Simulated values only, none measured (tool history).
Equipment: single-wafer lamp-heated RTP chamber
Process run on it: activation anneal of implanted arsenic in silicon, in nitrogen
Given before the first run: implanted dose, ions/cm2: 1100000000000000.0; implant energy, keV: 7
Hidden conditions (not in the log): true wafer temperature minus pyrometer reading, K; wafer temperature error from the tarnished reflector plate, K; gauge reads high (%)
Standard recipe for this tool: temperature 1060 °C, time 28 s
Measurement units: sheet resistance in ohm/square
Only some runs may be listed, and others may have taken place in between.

run    hour  temperature  time  wafers since the last listed run  wafers since the last pyrometer calibration  wafers since the reflector plate was cleaned  hours since the gauge calibration  read-back reference wafer on the same gauge, sheet resistance  sheet resistance
  1       0         1060    28                                 0                                          311                                          5751                              943.2                                                         101.52            125.87
  2    65.1         1060    28                               557                                          868                                          6308                             1008.3                                                         101.59            124.75
  3   108.9         1060    28                               374                                         1243                                          6682                             1052.1                                                         101.73            125.44
  4   139.1         1060    28                               258                                         1501                                          6941                             1082.3                                                         101.96            125.25
  5   166.5         1060    28                               234                                         1736                                          7175                             1109.7                                                          101.7            125.79
  6   196.9         1060    28                               260                                         1996                                          7435                             1140.1                                                         101.94            126.17
  7   232.8         1051    28                               307                                         2303                                          7743                               1176                                                         101.94            128.48
  8     262         1051    28                               249                                         2553                                          7992                             1205.2                                                         102.05             128.8
      300.7  -- pyrometer window cleaned and pyrometer calibrated
  9   326.4         1051    28                               482                                          219                                          8475                             1269.6                                                         102.15            128.85
 10   376.4         1060    28                               427                                          647                                          8903                             1319.6                                                         102.26            126.69
 11   426.4         1060    28                               427                                         1075                                          9331                             1369.6                                                            102            126.17
 12   468.7         1060    28                               361                                         1437                                          9693                             1411.9                                                         102.03            125.72
 13   514.4         1060    28                               391                                         1828                                         10084                             1457.6                                                          102.4            125.84
 14   550.6         1060    28                               309                                         2138                                         10394                             1493.8                                                          102.6             125.6
 15   608.3         1060    28                               493                                         2632                                         10887                             1551.5                                                         102.49            126.09
        649  -- pyrometer window cleaned and pyrometer calibrated
      669.5  -- gauge calibrated
 16   672.5         1060    28                               480                                          201                                         11368                                  3                                                         100.18            123.17
        681  -- reflector plate cleaned
 17   724.7         1040    38                               378                                          579                                           373                               55.2                                                          99.97            124.84
 18   776.1         1060    28                               439                                         1019                                           813                              106.6                                                         100.02            123.89
 19     960         1039    32                              1573                                         2593                                          2386                              290.5                                                         100.58            129.77
 20    1005         1039    32                               385                                         2978                                          2772                              335.5                                                         100.49            129.97
     1025.4  -- pyrometer window cleaned and pyrometer calibrated
 21    1054         1036    37                               350                                          244                                          3122                              384.5                                                         100.73            127.62
 22  1241.7         1082    28                              1606                                         1850                                          4729                              572.2                                                         101.08            118.07
 23  1269.2         1043    28                               235                                         2086                                          4964                              599.7                                                         101.09            130.76
 24  1319.7         1060    28                               432                                         2518                                          5396                              650.2                                                         101.05            124.21
     1344.8  -- pyrometer window cleaned and pyrometer calibrated
 25  1365.5         1060    12                               323                                          177                                          5719                                696                                                         101.14            141.93
 26  1392.4         1060    36                               230                                          407                                          5950                              722.9                                                          101.1            120.52
 27  1452.1         1060    28                               510                                          918                                          6460                              782.6                                                         101.32            124.87
 28  1507.2         1041    33                               471                                         1390                                          6932                              837.7                                                         101.18            128.71
 29  1561.6         1060    21                               465                                         1855                                          7397                              892.1                                                         101.78            130.73
 30  1629.4         1078    15                               580                                         2435                                          7978                              959.9                                                         101.78            129.21
     1643.4  -- pyrometer window cleaned and pyrometer calibrated
 31  1662.2         1075    13                               212                                          160                                          8190                              992.7                                                         101.57            132.49
 32  1712.9         1068    19                               433                                          594                                          8624                             1043.4                                                          101.6            129.99

How the hidden state differs across the entries between the runs, from the last listed run before each to the first after it:
Run 8 -> run 9: pyrometer window cleaned and pyrometer calibrated (hour 300.7)
  gauge reads high (%): 2.02 -> 2.13
  the result without the hidden state subtracted from the measured one, sheet resistance: +2.55 -> +2.68 ohm/square
Run 15 -> run 16: pyrometer window cleaned and pyrometer calibrated (hour 649); gauge calibrated (hour 669.5)
  gauge reads high (%): 2.59 -> 0.0103
  the result without the hidden state subtracted from the measured one, sheet resistance: +3.19 -> +0.01 ohm/square
Run 16 -> run 17: reflector plate cleaned (hour 681)
  gauge reads high (%): 0.0103 -> 0.0967
  the result without the hidden state subtracted from the measured one, sheet resistance: +0.01 -> +0.12 ohm/square
Run 20 -> run 21: pyrometer window cleaned and pyrometer calibrated (hour 1025.4)
  gauge reads high (%): 0.56 -> 0.641
  the result without the hidden state subtracted from the measured one, sheet resistance: +0.73 -> +0.81 ohm/square
Run 24 -> run 25: pyrometer window cleaned and pyrometer calibrated (hour 1344.8)
  gauge reads high (%): 1.08 -> 1.16
  the result without the hidden state subtracted from the measured one, sheet resistance: +1.33 -> +1.62 ohm/square
Run 30 -> run 31: pyrometer window cleaned and pyrometer calibrated (hour 1643.4)
  gauge reads high (%): 1.59 -> 1.65
  the result without the hidden state subtracted from the measured one, sheet resistance: +2.02 -> +2.15 ohm/square

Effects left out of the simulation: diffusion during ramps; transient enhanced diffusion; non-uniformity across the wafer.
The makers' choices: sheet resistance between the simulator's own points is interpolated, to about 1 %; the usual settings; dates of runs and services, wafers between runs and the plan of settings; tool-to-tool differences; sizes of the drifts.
